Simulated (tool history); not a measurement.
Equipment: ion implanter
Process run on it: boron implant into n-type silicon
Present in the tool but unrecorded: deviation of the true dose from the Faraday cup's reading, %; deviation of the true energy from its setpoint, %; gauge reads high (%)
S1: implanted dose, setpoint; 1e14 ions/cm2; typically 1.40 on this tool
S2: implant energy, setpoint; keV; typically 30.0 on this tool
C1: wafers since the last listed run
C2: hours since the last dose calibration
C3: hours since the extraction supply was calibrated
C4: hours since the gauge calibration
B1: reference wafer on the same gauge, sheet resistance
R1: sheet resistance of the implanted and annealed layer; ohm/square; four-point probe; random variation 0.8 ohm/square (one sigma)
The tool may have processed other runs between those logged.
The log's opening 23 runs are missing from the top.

-- hour=303.6 Faraday cup replaced and dose calibrated
run 24 hour=304.1 | S1=1.40 S2=30.0 | C1=170 C2=0.5 C3=23.5 C4=102.9 | B1=519.97 | R1=528.73
run 25 hour=305.9 | S1=1.40 S2=30.0 | C1=23 C2=2.3 C3=25.3 C4=104.7 | B1=520.00 | R1=529.89
run 26 hour=313.5 | S1=1.15 S2=37.5 | C1=100 C2=9.9 C3=32.9 C4=112.3 | B1=520.16 | R1=584.37
run 27 hour=325.6 | S1=1.76 S2=34.5 | C1=160 C2=22.0 C3=45.0 C4=124.4 | B1=519.95 | R1=439.11
run 28 hour=342.0 | S1=1.40 S2=30.0 | C1=216 C2=38.4 C3=61.4 C4=140.8 | B1=520.10 | R1=529.43
run 29 hour=352.9 | S1=1.60 S2=27.0 | C1=144 C2=49.3 C3=72.3 C4=151.7 | B1=520.17 | R1=488.05
run 30 hour=366.3 | S1=1.57 S2=24.5 | C1=177 C2=62.7 C3=85.7 C4=165.1 | B1=520.11 | R1=503.32
run 31 hour=376.3 | S1=1.23 S2=39.0 | C1=132 C2=72.7 C3=95.7 C4=175.1 | B1=519.98 | R1=556.05
run 32 hour=387.6 | S1=1.40 S2=30.0 | C1=149 C2=84.0 C3=107.0 C4=186.4 | B1=520.10 | R1=529.65
run 33 hour=394.2 | S1=1.55 S2=26.0 | C1=87 C2=90.6 C3=113.6 C4=193.0 | B1=520.14 | R1=504.18
run 34 hour=406.1 | S1=1.72 S2=26.5 | C1=157 C2=102.5 C3=125.5 C4=204.9 | B1=519.88 | R1=464.73
run 35 hour=423.5 | S1=1.40 S2=22.0 | C1=230 C2=119.9 C3=142.9 C4=222.3 | B1=519.91 | R1=557.05
run 36 hour=431.8 | S1=1.71 S2=40.0 | C1=109 C2=128.2 C3=151.2 C4=230.6 | B1=519.97 | R1=435.98
run 37 hour=443.7 | S1=1.40 S2=30.0 | C1=157 C2=140.1 C3=163.1 C4=242.5 | B1=520.22 | R1=529.36

Below are 4 alternative next runs, each starting from the tool's condition after run 37. Predict each:
run A hour=444.1 | S1=1.40 S2=27.0 | C1=5 C2=140.5 C3=163.5 C4=242.9 | B1=? | R1=?
run B hour=444.1 | S1=1.40 S2=24.0 | C1=5 C2=140.5 C3=163.5 C4=242.9 | B1=? | R1=?
run C hour=444.1 | S1=1.69 S2=38.5 | C1=5 C2=140.5 C3=163.5 C4=242.9 | B1=? | R1=?
run D hour=444.1 | S1=1.22 S2=30.0 | C1=5 C2=140.5 C3=163.5 C4=242.9 | B1=? | R1=?

run=A B1=520.01 R1=539.37
run=B B1=520.01 R1=550.08
run=C B1=520.01 R1=443.75
run=D B1=520.01 R1=585.48
What these runs would have given with no unlogged condition in the tool:
run=A R1=539.68
run=B R1=550.40
run=C R1=443.99
run=D R1=585.81
